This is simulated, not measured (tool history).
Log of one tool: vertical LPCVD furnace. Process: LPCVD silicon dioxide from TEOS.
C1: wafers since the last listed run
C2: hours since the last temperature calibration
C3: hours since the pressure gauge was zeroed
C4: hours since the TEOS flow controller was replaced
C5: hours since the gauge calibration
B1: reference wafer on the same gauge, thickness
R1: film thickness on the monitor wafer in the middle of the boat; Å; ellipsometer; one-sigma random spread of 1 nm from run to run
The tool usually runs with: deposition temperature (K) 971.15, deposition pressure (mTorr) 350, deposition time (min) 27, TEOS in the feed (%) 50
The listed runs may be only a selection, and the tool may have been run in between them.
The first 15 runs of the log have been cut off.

run 16 hour=477.7 | deposition_temperature_(K)=971.15 deposition_pressure_(mTorr)=265 deposition_time_(min)=27 TEOS_in_the_feed_(%)=54 | C1=568 C2=2238.6 C3=2115.5 C4=2792.8 C5=535.4 | B1=148.99 | R1=1642.5
run 17 hour=502.2 | deposition_temperature_(K)=971.15 deposition_pressure_(mTorr)=350 deposition_time_(min)=37.5 TEOS_in_the_feed_(%)=42 | C1=419 C2=2263.1 C3=2140 C4=2817.3 C5=559.9 | B1=149.21 | R1=2340.4
run 18 hour=525.7 | deposition_temperature_(K)=971.15 deposition_pressure_(mTorr)=350 deposition_time_(min)=27 TEOS_in_the_feed_(%)=50 | C1=402 C2=2286.6 C3=2163.5 C4=2840.8 C5=583.4 | B1=148.93 | R1=1847.3
run 19 hour=545.4 | deposition_temperature_(K)=965.15 deposition_pressure_(mTorr)=305 deposition_time_(min)=18 TEOS_in_the_feed_(%)=50 | C1=337 C2=2306.3 C3=2183.2 C4=2860.5 C5=603.1 | B1=148.49 | R1=998.9
run 20 hour=559.9 | deposition_temperature_(K)=967.15 deposition_pressure_(mTorr)=425 deposition_time_(min)=24 TEOS_in_the_feed_(%)=43 | C1=248 C2=2320.8 C3=2197.7 C4=2875 C5=617.6 | B1=149.1 | R1=1510.8
-- hour=603.7 pressure gauge zeroed
run 21 hour=604.2 | deposition_temperature_(K)=971.15 deposition_pressure_(mTorr)=265 deposition_time_(min)=27 TEOS_in_the_feed_(%)=50 | C1=347 C2=2365.1 C3=0.5 C4=2919.3 C5=661.9 | B1=149.13 | R1=1603.9
-- hour=653.2 thermocouples replaced and temperature profile calibrated
run 22 hour=661.1 | deposition_temperature_(K)=971.15 deposition_pressure_(mTorr)=350 deposition_time_(min)=30.5 TEOS_in_the_feed_(%)=47 | C1=563 C2=7.9 C3=57.4 C4=2976.2 C5=718.8 | B1=149 | R1=1866.7
-- hour=672.1 gauge calibrated
-- hour=707.1 TEOS flow controller replaced
run 23 hour=707.6 | deposition_temperature_(K)=975.15 deposition_pressure_(mTorr)=310 deposition_time_(min)=35.5 TEOS_in_the_feed_(%)=42 | C1=385 C2=54.4 C3=103.9 C4=0.5 C5=35.5 | B1=148.9 | R1=2147.8
run 24 hour=713.5 | deposition_temperature_(K)=979.15 deposition_pressure_(mTorr)=265 deposition_time_(min)=27 TEOS_in_the_feed_(%)=47 | C1=101 C2=60.3 C3=109.8 C4=6.4 C5=41.4 | B1=148.99 | R1=1732.1
run 25 hour=744.7 | deposition_temperature_(K)=971.15 deposition_pressure_(mTorr)=350 deposition_time_(min)=27 TEOS_in_the_feed_(%)=58 | C1=534 C2=91.5 C3=141 C4=37.6 C5=72.6 | B1=149.14 | R1=1846.1
run 26 hour=770.2 | deposition_temperature_(K)=960.15 deposition_pressure_(mTorr)=350 deposition_time_(min)=18.5 TEOS_in_the_feed_(%)=57 | C1=436 C2=117 C3=166.5 C4=63.1 C5=98.1 | B1=149.25 | R1=966.2
run 27 hour=793.5 | deposition_temperature_(K)=964.15 deposition_pressure_(mTorr)=400 deposition_time_(min)=32.5 TEOS_in_the_feed_(%)=42 | C1=399 C2=140.3 C3=189.8 C4=86.4 C5=121.4 | B1=148.72 | R1=1704.4
run 28 hour=821.6 | deposition_temperature_(K)=971.15 deposition_pressure_(mTorr)=350 deposition_time_(min)=27 TEOS_in_the_feed_(%)=50 | C1=481 C2=168.4 C3=217.9 C4=114.5 C5=149.5 | B1=149.1 | R1=1716.9
run 29 hour=857.4 | deposition_temperature_(K)=963.15 deposition_pressure_(mTorr)=420 deposition_time_(min)=27 TEOS_in_the_feed_(%)=56 | C1=613 C2=204.2 C3=253.7 C4=150.3 C5=185.3 | B1=148.88 | R1=1644.3
run 30 hour=883.2 | deposition_temperature_(K)=962.15 deposition_pressure_(mTorr)=265 deposition_time_(min)=34.5 TEOS_in_the_feed_(%)=45 | C1=441 C2=230 C3=279.5 C4=176.1 C5=211.1 | B1=149.1 | R1=1462.1
run 31 hour=901 | deposition_temperature_(K)=971.15 deposition_pressure_(mTorr)=350 deposition_time_(min)=27 TEOS_in_the_feed_(%)=50 | C1=304 C2=247.8 C3=297.3 C4=193.9 C5=228.9 | B1=148.95 | R1=1715.5

Consider 4 possible next runs. They are alternatives, not a sequence: every one starts from the tool as it was left by run 31. What does each give?
run A hour=905.4 | deposition_temperature_(K)=971.15 deposition_pressure_(mTorr)=350 deposition_time_(min)=27 TEOS_in_the_feed_(%)=50 | C1=75 C2=252.2 C3=301.7 C4=198.3 C5=233.3 | B1=? | R1=?
run B hour=905.4 | deposition_temperature_(K)=961.15 deposition_pressure_(mTorr)=350 deposition_time_(min)=27 TEOS_in_the_feed_(%)=50 | C1=75 C2=252.2 C3=301.7 C4=198.3 C5=233.3 | B1=? | R1=?
run C hour=905.4 | deposition_temperature_(K)=960.15 deposition_pressure_(mTorr)=395 deposition_time_(min)=27 TEOS_in_the_feed_(%)=50 | C1=75 C2=252.2 C3=301.7 C4=198.3 C5=233.3 | B1=? | R1=?
run D hour=905.4 | deposition_temperature_(K)=960.15 deposition_pressure_(mTorr)=350 deposition_time_(min)=27 TEOS_in_the_feed_(%)=50 | C1=75 C2=252.2 C3=301.7 C4=198.3 C5=233.3 | B1=? | R1=?

run=A B1=148.8 R1=1696.4
run=B B1=148.8 R1=1339.8
run=C B1=148.8 R1=1389.8
run=D B1=148.8 R1=1308.2
With no hidden state in the tool, these same runs would have given:
run=A R1=1693.6
run=B R1=1337.6
run=C R1=1387.4
run=D R1=1306
